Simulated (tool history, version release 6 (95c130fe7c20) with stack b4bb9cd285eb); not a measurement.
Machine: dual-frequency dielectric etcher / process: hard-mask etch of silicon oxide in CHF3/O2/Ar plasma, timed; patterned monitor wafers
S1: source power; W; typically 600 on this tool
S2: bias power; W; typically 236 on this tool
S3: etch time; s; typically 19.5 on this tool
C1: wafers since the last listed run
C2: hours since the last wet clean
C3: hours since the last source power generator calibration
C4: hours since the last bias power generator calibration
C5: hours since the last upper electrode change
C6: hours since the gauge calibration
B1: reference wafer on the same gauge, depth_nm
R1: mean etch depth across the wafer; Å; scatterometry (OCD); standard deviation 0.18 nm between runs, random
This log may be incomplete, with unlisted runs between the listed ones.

| run | hour | S1 | S2 | S3 | C1 | C2 | C3 | C4 | C5 | C6 | B1 | R1 |
|---|---|---|---|---|---|---|---|---|---|---|---|---|
| 1 | 0.0 | 600 | 236 | 19.5 | 0 | 385.9 | 4162.9 | 5173.8 | 4240.7 | 178.9 | 41.37 | 419.4 |
| 2 | 47.8 | 600 | 236 | 19.5 | 845 | 433.7 | 4210.7 | 5221.6 | 4288.5 | 226.7 | 41.34 | 423.4 |
| 3 | 55.1 | 600 | 236 | 19.5 | 129 | 441.0 | 4218.0 | 5228.9 | 4295.8 | 234.0 | 41.40 | 422.1 |
| 4 | 64.0 | 600 | 236 | 17.5 | 157 | 449.9 | 4226.9 | 5237.8 | 4304.7 | 242.9 | 41.34 | 380.6 |
| 5 | 73.3 | 600 | 236 | 17.5 | 164 | 459.2 | 4236.2 | 5247.1 | 4314.0 | 252.2 | 41.40 | 379.1 |
| 6 | 82.1 | 600 | 236 | 17.5 | 155 | 468.0 | 4245.0 | 5255.9 | 4322.8 | 261.0 | 41.31 | 380.3 |
| 7 | 98.9 | 600 | 236 | 19.5 | 297 | 484.8 | 4261.8 | 5272.7 | 4339.6 | 277.8 | 41.33 | 424.0 |
|  | 110.1 | bias power generator calibrated |
| 8 | 116.1 | 600 | 236 | 19.5 | 233 | 502.0 | 4279.0 | 6.0 | 4356.8 | 295.0 | 41.25 | 425.9 |
|  | 116.9 | gauge calibrated |
|  | 140.8 | upper electrode replaced |
|  | 141.4 | source power generator calibrated |
|  | 155.1 | wet clean of the chamber |
| 9 | 155.6 | 600 | 236 | 19.5 | 20 | 0.5 | 14.2 | 45.5 | 14.8 | 38.7 | 41.32 | 410.2 |
| 10 | 156.0 | 600 | 177 | 19.5 | 7 | 0.9 | 14.6 | 45.9 | 15.2 | 39.1 | 41.28 | 387.7 |
| 11 | 156.3 | 740 | 286 | 15.0 | 5 | 1.2 | 14.9 | 46.2 | 15.5 | 39.4 | 41.38 | 350.2 |
| 12 | 170.3 | 600 | 236 | 19.5 | 247 | 15.2 | 28.9 | 60.2 | 29.5 | 53.4 | 41.36 | 410.1 |
| 13 | 177.1 | 450 | 180 | 19.5 | 120 | 22.0 | 35.7 | 67.0 | 36.3 | 60.2 | 41.36 | 359.1 |
| 14 | 190.1 | 600 | 236 | 19.5 | 230 | 35.0 | 48.7 | 80.0 | 49.3 | 73.2 | 41.31 | 410.1 |
| 15 | 207.8 | 540 | 267 | 14.5 | 313 | 52.7 | 66.4 | 97.7 | 67.0 | 90.9 | 41.26 | 307.0 |
| 16 | 217.9 | 600 | 236 | 15.0 | 178 | 62.8 | 76.5 | 107.8 | 77.1 | 101.0 | 41.30 | 318.6 |
| 17 | 230.8 | 600 | 236 | 19.5 | 228 | 75.7 | 89.4 | 120.7 | 90.0 | 113.9 | 41.24 | 412.5 |
| 18 | 239.3 | 600 | 276 | 22.0 | 150 | 84.2 | 97.9 | 129.2 | 98.5 | 122.4 | 41.29 | 485.7 |
| 19 | 245.4 | 650 | 285 | 17.0 | 107 | 90.3 | 104.0 | 135.3 | 104.6 | 128.5 | 41.33 | 385.5 |

5 ways to go on from here, each from the tool as it stands after run 19. What would each give?
| A | 245.8 | 740 | 236 | 19.5 | 7 | 90.7 | 104.4 | 135.7 | 105.0 | 128.9 | ? | ? |
| B | 245.8 | 520 | 178 | 23.0 | 7 | 90.7 | 104.4 | 135.7 | 105.0 | 128.9 | ? | ? |
| C | 245.8 | 690 | 279 | 19.5 | 7 | 90.7 | 104.4 | 135.7 | 105.0 | 128.9 | ? | ? |
| D | 245.8 | 720 | 274 | 19.5 | 7 | 90.7 | 104.4 | 135.7 | 105.0 | 128.9 | ? | ? |
| E | 245.8 | 600 | 185 | 16.0 | 7 | 90.7 | 104.4 | 135.7 | 105.0 | 128.9 | ? | ? |

| run | B1 | R1 |
|---|---|---|
| A | 41.38 | 440.8 |
| B | 41.38 | 444.8 |
| C | 41.38 | 449.4 |
| D | 41.38 | 452.8 |
| E | 41.38 | 323.9 |
Without the tool's unlogged condition, the same runs would have read:
| run | R1 |
|---|---|
| A | 435.1 |
| B | 439.1 |
| C | 443.6 |
| D | 447.0 |
| E | 319.8 |

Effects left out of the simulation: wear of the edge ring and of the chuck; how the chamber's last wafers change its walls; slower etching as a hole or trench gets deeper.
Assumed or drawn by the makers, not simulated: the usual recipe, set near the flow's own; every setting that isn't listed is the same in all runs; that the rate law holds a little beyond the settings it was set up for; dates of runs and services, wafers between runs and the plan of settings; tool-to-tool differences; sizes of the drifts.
